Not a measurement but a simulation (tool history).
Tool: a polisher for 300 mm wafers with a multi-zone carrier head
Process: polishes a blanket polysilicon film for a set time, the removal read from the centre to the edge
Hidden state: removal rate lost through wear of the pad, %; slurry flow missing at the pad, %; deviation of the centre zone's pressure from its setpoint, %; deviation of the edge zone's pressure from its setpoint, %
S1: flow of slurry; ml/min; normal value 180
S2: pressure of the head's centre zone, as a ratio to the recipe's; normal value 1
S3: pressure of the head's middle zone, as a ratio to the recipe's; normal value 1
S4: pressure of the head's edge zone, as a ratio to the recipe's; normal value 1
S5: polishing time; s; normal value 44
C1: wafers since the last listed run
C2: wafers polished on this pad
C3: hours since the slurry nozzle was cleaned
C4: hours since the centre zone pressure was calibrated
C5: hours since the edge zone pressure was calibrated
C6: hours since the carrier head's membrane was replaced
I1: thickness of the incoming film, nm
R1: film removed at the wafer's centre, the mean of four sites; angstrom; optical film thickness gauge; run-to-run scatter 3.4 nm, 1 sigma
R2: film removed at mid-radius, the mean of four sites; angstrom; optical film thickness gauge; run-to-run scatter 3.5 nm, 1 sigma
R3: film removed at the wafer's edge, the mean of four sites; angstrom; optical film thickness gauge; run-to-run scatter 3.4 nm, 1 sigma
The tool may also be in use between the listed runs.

run	day	S1	S2	S3	S4	S5	C1	C2	C3	C4	C5	C6	I1	R1	R2	R3
1	0	180	1	1	0.93	44	0	1292	258.9	221.2	556.1	684.9	1550.3	3533	3351	3479
# day 0.967: worn pad replaced by a new one
2	4.479	180	1	1	0.93	44	1251	1018	366.4	328.7	663.6	792.4	1563.9	3538	3373	3440
3	5.308	165	1	1	0.92	44	240	1259	386.3	348.6	683.5	812.3	1561.1	3464	3332	3305
# day 5.85: worn pad replaced by a new one
4	6.542	230	1	1	1	55	309	201	415.9	378.2	713.1	841.9	1580	4706	4461	4601
5	7.342	180	1	1	1	44	232	433	435.1	397.4	732.3	861.1	1545	3572	3401	3500
6	8.704	180	1	1	1	44	395	828	467.8	430.1	765	893.8	1550.2	3530	3337	3500
# day 10.025: worn pad replaced by a new one
# day 10.046: carrier head's membrane replaced by a new one
7	10.067	180	1	1	1	44	340	5	500.5	462.8	797.7	0.5	1597.5	3578	3396	3510
8	10.671	180	1	1	1	44	175	180	515	477.3	812.2	15	1575.7	3557	3374	3556
# day 10.742: slurry nozzle cleaned
9	12.025	180	1	1	1.07	54	380	561	30.8	509.8	844.7	47.5	1577.1	4825	4481	4766
10	12.729	210	1	1	1	44	204	765	47.7	526.7	861.6	64.4	1560.1	4057	3739	3789
11	14.204	240	1	0.94	1	44	427	1193	83.1	562.1	897	99.8	1598.4	4167	3557	3798
# day 15.325: worn pad replaced by a new one
# day 15.371: edge zone pressure recalibrated
12	15.667	180	1	1	1	44	363	86	118.2	597.2	7.1	134.9	1571.3	3890	3590	3672
13	16.546	180	1	1	1.07	54	255	341	139.3	618.3	28.2	156	1554.1	4743	4382	4608
# day 17.604: centre zone pressure recalibrated
14	17.625	115	1.07	1.05	1	37	288	630	165.2	0.5	54.1	181.9	1602.6	2755	2690	2812
15	18.212	180	0.96	1	0.89	33	170	800	179.3	14.6	68.2	196	1586.9	2598	2638	2598
# day 20.112: worn pad replaced by a new one
16	22.079	120	1	1	1	44	1073	570	272.1	107.4	161	288.8	1586.2	3041	3051	3305
17	23.083	205	1.09	0.95	0.94	44	291	862	296.2	131.5	185.1	312.9	1582	4018	3411	3501
18	24.175	180	1	0.92	1	44	316	1178	322.4	157.7	211.3	339.1	1545.6	3544	3236	3584

What if the next run were any one of these 4? Each begins from the tool's condition after run 18:
A	24.192	180	1	1	1	44	4	1183	322.8	158.1	211.7	339.5	1555.2	?	?	?
B	24.192	180	1	1	1	37	4	1183	322.8	158.1	211.7	339.5	1555.2	?	?	?
C	24.192	220	1	1	0.96	44	4	1183	322.8	158.1	211.7	339.5	1555.2	?	?	?
D	24.192	180	1.06	1	1	44	4	1183	322.8	158.1	211.7	339.5	1555.2	?	?	?

run	R1	R2	R3
A	3649	3393	3620
B	3069	2853	3044
C	3841	3550	3666
D	3859	3392	3620
Had the tool no hidden state, the same runs would have come out as:
run	R1	R2	R3
A	3864	3646	3811
B	3250	3066	3205
C	4003	3762	3826
D	4087	3645	3811
